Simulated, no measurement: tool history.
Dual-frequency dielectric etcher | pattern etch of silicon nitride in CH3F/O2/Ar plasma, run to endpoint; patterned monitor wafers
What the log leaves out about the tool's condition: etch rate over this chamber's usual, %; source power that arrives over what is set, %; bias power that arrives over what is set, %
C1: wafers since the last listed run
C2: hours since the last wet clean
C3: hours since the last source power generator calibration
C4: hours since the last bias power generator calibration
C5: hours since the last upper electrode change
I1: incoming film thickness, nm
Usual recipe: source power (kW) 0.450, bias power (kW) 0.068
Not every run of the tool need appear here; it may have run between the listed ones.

{"run": 1, "hour": 0.0, "source power (kW)": 0.45, "bias power (kW)": 0.078, "C1": 0, "C2": 26.3, "C3": 2763.2, "C4": 2308.1, "C5": 2099.0, "I1": 56.6, "endpoint time (s)": 73.6}
{"run": 2, "hour": 84.9, "source power (kW)": 0.45, "bias power (kW)": 0.078, "C1": 958, "C2": 111.2, "C3": 2848.1, "C4": 2393.0, "C5": 2183.9, "I1": 56.7, "endpoint time (s)": 73.9}
{"run": 3, "hour": 170.7, "source power (kW)": 0.45, "bias power (kW)": 0.078, "C1": 968, "C2": 197.0, "C3": 2933.9, "C4": 2478.8, "C5": 2269.7, "I1": 57.5, "endpoint time (s)": 76.8}
{"run": 4, "hour": 277.4, "source power (kW)": 0.45, "bias power (kW)": 0.068, "C1": 1204, "C2": 303.7, "C3": 3040.6, "C4": 2585.5, "C5": 2376.4, "I1": 56.6, "endpoint time (s)": 80.6}
{"run": 5, "hour": 366.8, "source power (kW)": 0.53, "bias power (kW)": 0.068, "C1": 1008, "C2": 393.1, "C3": 3130.0, "C4": 2674.9, "C5": 2465.8, "I1": 57.2, "endpoint time (s)": 76.7}
{"hour": 420.0, "done": "wet clean of the chamber"}
{"run": 6, "hour": 459.8, "source power (kW)": 0.53, "bias power (kW)": 0.068, "C1": 778, "C2": 39.8, "C3": 3223.0, "C4": 2767.9, "C5": 2558.8, "I1": 56.9, "endpoint time (s)": 73.4}
{"run": 7, "hour": 533.9, "source power (kW)": 0.53, "bias power (kW)": 0.068, "C1": 836, "C2": 113.9, "C3": 3297.1, "C4": 2842.0, "C5": 2632.9, "I1": 57.4, "endpoint time (s)": 75.2}
{"run": 8, "hour": 599.2, "source power (kW)": 0.45, "bias power (kW)": 0.081, "C1": 736, "C2": 179.2, "C3": 3362.4, "C4": 2907.3, "C5": 2698.2, "I1": 57.1, "endpoint time (s)": 75.1}
{"run": 9, "hour": 689.1, "source power (kW)": 0.45, "bias power (kW)": 0.081, "C1": 1014, "C2": 269.1, "C3": 3452.3, "C4": 2997.2, "C5": 2788.1, "I1": 57.5, "endpoint time (s)": 75.6}
{"run": 10, "hour": 793.3, "source power (kW)": 0.45, "bias power (kW)": 0.068, "C1": 1175, "C2": 373.3, "C3": 3556.5, "C4": 3101.4, "C5": 2892.3, "I1": 57.1, "endpoint time (s)": 81.8}
{"hour": 832.7, "done": "source power generator calibrated"}
{"hour": 895.4, "done": "wet clean of the chamber"}
{"run": 11, "hour": 899.6, "source power (kW)": 0.45, "bias power (kW)": 0.068, "C1": 883, "C2": 4.2, "C3": 66.9, "C4": 3207.7, "C5": 2998.6, "I1": 56.9, "endpoint time (s)": 78.9}
{"hour": 962.8, "done": "bias power generator calibrated"}
{"run": 12, "hour": 995.2, "source power (kW)": 0.45, "bias power (kW)": 0.068, "C1": 1033, "C2": 99.8, "C3": 162.5, "C4": 32.4, "C5": 3094.2, "I1": 57.1, "endpoint time (s)": 80.2}
{"run": 13, "hour": 1051.4, "source power (kW)": 0.45, "bias power (kW)": 0.073, "C1": 634, "C2": 156.0, "C3": 218.7, "C4": 88.6, "C5": 3150.4, "I1": 56.9, "endpoint time (s)": 78.3}
{"run": 14, "hour": 1090.5, "source power (kW)": 0.45, "bias power (kW)": 0.073, "C1": 441, "C2": 195.1, "C3": 257.8, "C4": 127.7, "C5": 3189.5, "I1": 57.2, "endpoint time (s)": 78.8}
{"hour": 1180.9, "done": "upper electrode replaced"}
{"run": 15, "hour": 1181.4, "source power (kW)": 0.45, "bias power (kW)": 0.073, "C1": 754, "C2": 286.0, "C3": 348.7, "C4": 218.6, "C5": 0.5, "I1": 56.9, "endpoint time (s)": 79.5}
{"run": 16, "hour": 1252.1, "source power (kW)": 0.45, "bias power (kW)": 0.068, "C1": 797, "C2": 356.7, "C3": 419.4, "C4": 289.3, "C5": 71.2, "I1": 56.8, "endpoint time (s)": 81.9}
{"run": 17, "hour": 1312.0, "source power (kW)": 0.45, "bias power (kW)": 0.062, "C1": 675, "C2": 416.6, "C3": 479.3, "C4": 349.2, "C5": 131.1, "I1": 57.0, "endpoint time (s)": 85.3}
{"run": 18, "hour": 1352.1, "source power (kW)": 0.55, "bias power (kW)": 0.076, "C1": 452, "C2": 456.7, "C3": 519.4, "C4": 389.3, "C5": 171.2, "I1": 57.1, "endpoint time (s)": 73.6}
{"hour": 1410.4, "done": "wet clean of the chamber"}
{"run": 19, "hour": 1410.9, "source power (kW)": 0.35, "bias power (kW)": 0.075, "C1": 392, "C2": 0.5, "C3": 578.2, "C4": 448.1, "C5": 230.0, "I1": 56.5, "endpoint time (s)": 82.1}
{"run": 20, "hour": 1434.6, "source power (kW)": 0.55, "bias power (kW)": 0.058, "C1": 267, "C2": 24.2, "C3": 601.9, "C4": 471.8, "C5": 253.7, "I1": 57.0, "endpoint time (s)": 77.3}
{"run": 21, "hour": 1510.5, "source power (kW)": 0.36, "bias power (kW)": 0.058, "C1": 856, "C2": 100.1, "C3": 677.8, "C4": 547.7, "C5": 329.6, "I1": 56.9, "endpoint time (s)": 90.4}
{"run": 22, "hour": 1599.5, "source power (kW)": 0.5, "bias power (kW)": 0.059, "C1": 1004, "C2": 189.1, "C3": 766.8, "C4": 636.7, "C5": 418.6, "I1": 56.8, "endpoint time (s)": 80.4}
{"run": 23, "hour": 1643.0, "source power (kW)": 0.39, "bias power (kW)": 0.057, "C1": 490, "C2": 232.6, "C3": 810.3, "C4": 680.2, "C5": 462.1, "I1": 57.1, "endpoint time (s)": 90.2}
{"run": 24, "hour": 1844.6, "source power (kW)": 0.49, "bias power (kW)": 0.078, "C1": 2274, "C2": 434.2, "C3": 1011.9, "C4": 881.8, "C5": 663.7, "I1": 57.2, "endpoint time (s)": 75.6}
{"run": 25, "hour": 1881.2, "source power (kW)": 0.45, "bias power (kW)": 0.079, "C1": 412, "C2": 470.8, "C3": 1048.5, "C4": 918.4, "C5": 700.3, "I1": 57.2, "endpoint time (s)": 77.5}
{"hour": 1922.2, "done": "wet clean of the chamber"}
{"run": 26, "hour": 1965.0, "source power (kW)": 0.45, "bias power (kW)": 0.068, "C1": 674, "C2": 42.8, "C3": 1132.3, "C4": 1002.2, "C5": 784.1, "I1": 57.5, "endpoint time (s)": 79.5}
{"run": 27, "hour": 2057.8, "source power (kW)": 0.39, "bias power (kW)": 0.068, "C1": 1047, "C2": 135.6, "C3": 1225.1, "C4": 1095.0, "C5": 876.9, "I1": 56.8, "endpoint time (s)": 82.6}
{"run": 28, "hour": 2107.2, "source power (kW)": 0.45, "bias power (kW)": 0.068, "C1": 557, "C2": 185.0, "C3": 1274.5, "C4": 1144.4, "C5": 926.3, "I1": 57.4, "endpoint time (s)": 80.5}
{"run": 29, "hour": 2148.3, "source power (kW)": 0.42, "bias power (kW)": 0.082, "C1": 463, "C2": 226.1, "C3": 1315.6, "C4": 1185.5, "C5": 967.4, "I1": 57.1, "endpoint time (s)": 77.2}
{"run": 30, "hour": 2184.3, "source power (kW)": 0.39, "bias power (kW)": 0.058, "C1": 406, "C2": 262.1, "C3": 1351.6, "C4": 1221.5, "C5": 1003.4, "I1": 57.0, "endpoint time (s)": 90.3}
{"run": 31, "hour": 2357.1, "source power (kW)": 0.45, "bias power (kW)": 0.068, "C1": 1949, "C2": 434.9, "C3": 1524.4, "C4": 1394.3, "C5": 1176.2, "I1": 56.9, "endpoint time (s)": 81.6}
{"hour": 2482.4, "done": "wet clean of the chamber"}
{"run": 32, "hour": 2482.9, "source power (kW)": 0.42, "bias power (kW)": 0.053, "C1": 1148, "C2": 0.5, "C3": 1650.2, "C4": 1520.1, "C5": 1302.0, "I1": 57.1, "endpoint time (s)": 88.0}
{"run": 33, "hour": 2523.6, "source power (kW)": 0.45, "bias power (kW)": 0.068, "C1": 459, "C2": 41.2, "C3": 1690.9, "C4": 1560.8, "C5": 1342.7, "I1": 56.6, "endpoint time (s)": 77.5}

Some steps in endpoint time (s), run to run, broken into two amounts with sign: the step expected even without the hidden condition (settings, incoming material, random variation), and the rest, left for the hidden condition together with whatever gauge scatter is not in both the measured and the hidden-condition-free result:
Run 18 -> 19: source power (kW) 0.550 -> 0.350, bias power (kW) 0.076 -> 0.075, wet clean of the chamber. endpoint time (s) +8.5: hidden state -4.6, all else +13.1.
Run 20 -> 21: source power (kW) 0.550 -> 0.360. endpoint time (s) +13.1: hidden state +0.7, all else +12.4.
Run 23 -> 24: source power (kW) 0.390 -> 0.490, bias power (kW) 0.057 -> 0.078. endpoint time (s) -14.6: hidden state +1.3, all else -15.9.
Run 25 -> 26: bias power (kW) 0.079 -> 0.068, wet clean of the chamber. endpoint time (s) +2.0: hidden state -3.1, all else +5.1.
Run 29 -> 30: source power (kW) 0.420 -> 0.390, bias power (kW) 0.082 -> 0.058. endpoint time (s) +13.1: hidden state +0.6, all else +12.5.
Run 31 -> 32: source power (kW) 0.450 -> 0.420, bias power (kW) 0.068 -> 0.053, wet clean of the chamber. endpoint time (s) +6.4: hidden state -4.3, all else +10.7.
